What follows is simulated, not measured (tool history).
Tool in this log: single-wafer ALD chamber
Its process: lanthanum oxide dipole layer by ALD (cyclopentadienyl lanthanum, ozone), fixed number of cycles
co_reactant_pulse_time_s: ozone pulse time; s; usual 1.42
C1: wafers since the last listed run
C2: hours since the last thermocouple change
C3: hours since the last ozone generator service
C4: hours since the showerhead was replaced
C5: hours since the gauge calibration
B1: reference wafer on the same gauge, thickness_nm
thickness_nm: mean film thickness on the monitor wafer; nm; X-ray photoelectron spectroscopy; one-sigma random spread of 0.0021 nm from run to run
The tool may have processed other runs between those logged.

{"run": 1, "day": 0.0, "co_reactant_pulse_time_s": 1.78, "C1": 0, "C2": 662.4, "C3": 371.8, "C4": 1718.4, "C5": 255.8, "B1": 0.527, "thickness_nm": 0.595}
{"run": 2, "day": 3.279, "co_reactant_pulse_time_s": 1.26, "C1": 1082, "C2": 741.1, "C3": 450.5, "C4": 1797.1, "C5": 334.5, "B1": 0.528, "thickness_nm": 0.551}
{"run": 3, "day": 5.662, "co_reactant_pulse_time_s": 1.26, "C1": 787, "C2": 798.3, "C3": 507.7, "C4": 1854.3, "C5": 391.7, "B1": 0.528, "thickness_nm": 0.551}
{"run": 4, "day": 8.525, "co_reactant_pulse_time_s": 1.42, "C1": 945, "C2": 867.0, "C3": 576.4, "C4": 1923.0, "C5": 460.4, "B1": 0.528, "thickness_nm": 0.568}
{"run": 5, "day": 12.646, "co_reactant_pulse_time_s": 1.42, "C1": 1360, "C2": 965.9, "C3": 675.3, "C4": 2021.9, "C5": 559.3, "B1": 0.528, "thickness_nm": 0.566}
{"run": 6, "day": 19.033, "co_reactant_pulse_time_s": 1.7, "C1": 2109, "C2": 1119.2, "C3": 828.6, "C4": 2175.2, "C5": 712.6, "B1": 0.528, "thickness_nm": 0.585}
{"run": 7, "day": 23.121, "co_reactant_pulse_time_s": 1.42, "C1": 1349, "C2": 1217.3, "C3": 926.7, "C4": 2273.3, "C5": 810.7, "B1": 0.528, "thickness_nm": 0.562}
{"run": 8, "day": 25.012, "co_reactant_pulse_time_s": 1.72, "C1": 624, "C2": 1262.7, "C3": 972.1, "C4": 2318.7, "C5": 856.1, "B1": 0.528, "thickness_nm": 0.587}
{"day": 29.208, "done": "ozone generator serviced"}
{"day": 33.288, "done": "thermocouple changed; heater temperature recalibrated"}
{"run": 9, "day": 34.729, "co_reactant_pulse_time_s": 1.72, "C1": 2988, "C2": 34.6, "C3": 132.5, "C4": 2551.9, "C5": 1089.3, "B1": 0.529, "thickness_nm": 0.602}
{"run": 10, "day": 37.162, "co_reactant_pulse_time_s": 1.42, "C1": 803, "C2": 93.0, "C3": 190.9, "C4": 2610.3, "C5": 1147.7, "B1": 0.528, "thickness_nm": 0.583}
{"run": 11, "day": 38.871, "co_reactant_pulse_time_s": 1.42, "C1": 564, "C2": 134.0, "C3": 231.9, "C4": 2651.3, "C5": 1188.7, "B1": 0.528, "thickness_nm": 0.584}
{"day": 41.062, "done": "gauge calibrated"}
{"run": 12, "day": 42.408, "co_reactant_pulse_time_s": 1.42, "C1": 1168, "C2": 218.9, "C3": 316.8, "C4": 2736.2, "C5": 32.3, "B1": 0.528, "thickness_nm": 0.578}
{"run": 13, "day": 44.379, "co_reactant_pulse_time_s": 1.77, "C1": 650, "C2": 266.2, "C3": 364.1, "C4": 2783.5, "C5": 79.6, "B1": 0.528, "thickness_nm": 0.6}
{"run": 14, "day": 46.729, "co_reactant_pulse_time_s": 1.42, "C1": 776, "C2": 322.6, "C3": 420.5, "C4": 2839.9, "C5": 136.0, "B1": 0.528, "thickness_nm": 0.576}
{"day": 47.45, "done": "showerhead replaced"}
{"run": 15, "day": 48.7, "co_reactant_pulse_time_s": 0.86, "C1": 540, "C2": 369.9, "C3": 467.8, "C4": 30.0, "C5": 183.3, "B1": 0.528, "thickness_nm": 0.494}
{"run": 16, "day": 52.25, "co_reactant_pulse_time_s": 1.93, "C1": 1172, "C2": 455.1, "C3": 553.0, "C4": 115.2, "C5": 268.5, "B1": 0.528, "thickness_nm": 0.598}
{"run": 17, "day": 54.821, "co_reactant_pulse_time_s": 1.05, "C1": 849, "C2": 516.8, "C3": 614.7, "C4": 176.9, "C5": 330.2, "B1": 0.527, "thickness_nm": 0.528}
{"run": 18, "day": 56.95, "co_reactant_pulse_time_s": 0.94, "C1": 703, "C2": 567.9, "C3": 665.8, "C4": 228.0, "C5": 381.3, "B1": 0.528, "thickness_nm": 0.505}
{"run": 19, "day": 59.646, "co_reactant_pulse_time_s": 1.42, "C1": 890, "C2": 632.6, "C3": 730.5, "C4": 292.7, "C5": 446.0, "B1": 0.528, "thickness_nm": 0.569}
{"run": 20, "day": 62.992, "co_reactant_pulse_time_s": 1.42, "C1": 1104, "C2": 712.9, "C3": 810.8, "C4": 373.0, "C5": 526.3, "B1": 0.528, "thickness_nm": 0.567}
{"run": 21, "day": 66.3, "co_reactant_pulse_time_s": 1.56, "C1": 1092, "C2": 792.3, "C3": 890.2, "C4": 452.4, "C5": 605.7, "B1": 0.528, "thickness_nm": 0.578}
{"run": 22, "day": 69.654, "co_reactant_pulse_time_s": 1.08, "C1": 1107, "C2": 872.8, "C3": 970.7, "C4": 532.9, "C5": 686.2, "B1": 0.528, "thickness_nm": 0.528}
{"run": 23, "day": 71.8, "co_reactant_pulse_time_s": 1.42, "C1": 708, "C2": 924.3, "C3": 1022.2, "C4": 584.4, "C5": 737.7, "B1": 0.528, "thickness_nm": 0.568}
{"run": 24, "day": 73.529, "co_reactant_pulse_time_s": 0.95, "C1": 571, "C2": 965.8, "C3": 1063.7, "C4": 625.9, "C5": 779.2, "B1": 0.528, "thickness_nm": 0.504}

A few steps of thickness_nm between consecutive runs. Split each: what settings, incoming material and random variation would produce without the hidden state, and what is left over for the hidden state, along with gauge scatter present in only one of the two compared results (measured, and without hidden state):
What the log doesn't record here: wafer temperature above the value expected at the setpoint (K); ozone dose above that of a generator just serviced (%); gauge reads high (%).
Run 8 -> 9: ozone generator serviced, thermocouple changed; heater temperature recalibrated. thickness_nm +0.015 nm: hidden state +0.018, all else -0.003.
Run 14 -> 15: co_reactant_pulse_time_s 1.42 -> 0.86, showerhead replaced. thickness_nm -0.082 nm: hidden state -0.012, all else -0.070.
Run 15 -> 16: co_reactant_pulse_time_s 0.86 -> 1.93. thickness_nm +0.104 nm: hidden state +0.018, all else +0.086.
Run 16 -> 17: co_reactant_pulse_time_s 1.93 -> 1.05. thickness_nm -0.070 nm: hidden state -0.019, all else -0.051.

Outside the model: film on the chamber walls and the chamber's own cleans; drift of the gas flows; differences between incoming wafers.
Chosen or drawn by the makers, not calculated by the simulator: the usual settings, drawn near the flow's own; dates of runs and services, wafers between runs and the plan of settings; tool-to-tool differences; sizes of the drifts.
